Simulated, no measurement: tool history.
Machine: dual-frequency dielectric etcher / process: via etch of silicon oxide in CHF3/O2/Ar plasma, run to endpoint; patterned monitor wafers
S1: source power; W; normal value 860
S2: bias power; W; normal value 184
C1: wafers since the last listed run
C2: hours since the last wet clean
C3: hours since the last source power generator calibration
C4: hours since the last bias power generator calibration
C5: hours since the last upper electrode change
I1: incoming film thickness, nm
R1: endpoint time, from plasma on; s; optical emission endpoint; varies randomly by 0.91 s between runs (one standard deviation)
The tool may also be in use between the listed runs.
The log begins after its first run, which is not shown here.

run,day,S1,S2,C1,C2,C3,C4,C5,I1,R1
2,2.358,860,184,393,464.6,2247.7,2062.7,3706,650.5,297.6
# day 3.754: wet clean of the chamber
3,4.075,860,184,119,7.7,2288.9,2103.9,3747.2,656,302.3
4,5.683,860,184,268,46.3,2327.5,2142.5,3785.8,653.5,301.1
5,8.612,970,184,488,116.6,2397.8,2212.8,3856.1,649.1,287.8
6,10.333,970,184,286,157.9,2439.1,2254.1,3897.4,659.8,293.4
7,13.517,970,184,530,234.3,2515.5,2330.5,3973.8,656.1,289.1
8,16.883,860,163,561,315.1,2596.3,2411.3,4054.6,657.2,310.2
9,20.742,860,163,643,407.7,2688.9,2503.9,4147.2,652.7,306.1
10,22.812,860,163,345,457.4,2738.6,2553.6,4196.9,656.5,307.5
11,25.7,860,184,481,526.7,2807.9,2622.9,4266.2,660,299
12,28.971,860,184,545,605.2,2886.4,2701.4,4344.7,652.4,297.1
# day 30.917: wet clean of the chamber
13,33.021,860,155,508,50.5,2983.6,2798.6,4441.9,654.8,315.8
# day 36.379: bias power generator calibrated
14,37.008,860,155,636,146.2,3079.3,15.1,4537.6,654.9,312.8
15,41.383,860,155,729,251.2,3184.3,120.1,4642.6,652.2,312.6
16,44.346,800,184,493,322.3,3255.4,191.2,4713.7,651.3,305.7
17,47.704,860,168,559,402.9,3336,271.8,4794.3,657.9,308.3
# day 51.225: source power generator calibrated
18,51.408,790,152,589,491.8,4.4,360.7,4883.2,659.8,322
19,55.142,660,151,622,581.4,94,450.3,4972.8,652.1,334.6
20,57.125,860,184,330,629,141.6,497.9,5020.4,652.8,295.8
# day 58.546: wet clean of the chamber
21,61.083,920,216,493,60.9,236.6,592.9,5115.4,656.8,283.8

Run 22, settings as shown, results not yet in. Your forecast:
22,64.254,700,200,528,137,312.7,669,5191.5,655.1,?

Run 22 produced R1 313.5 s.
Without the tool's hidden state the same run would have given R1 315.8 s.
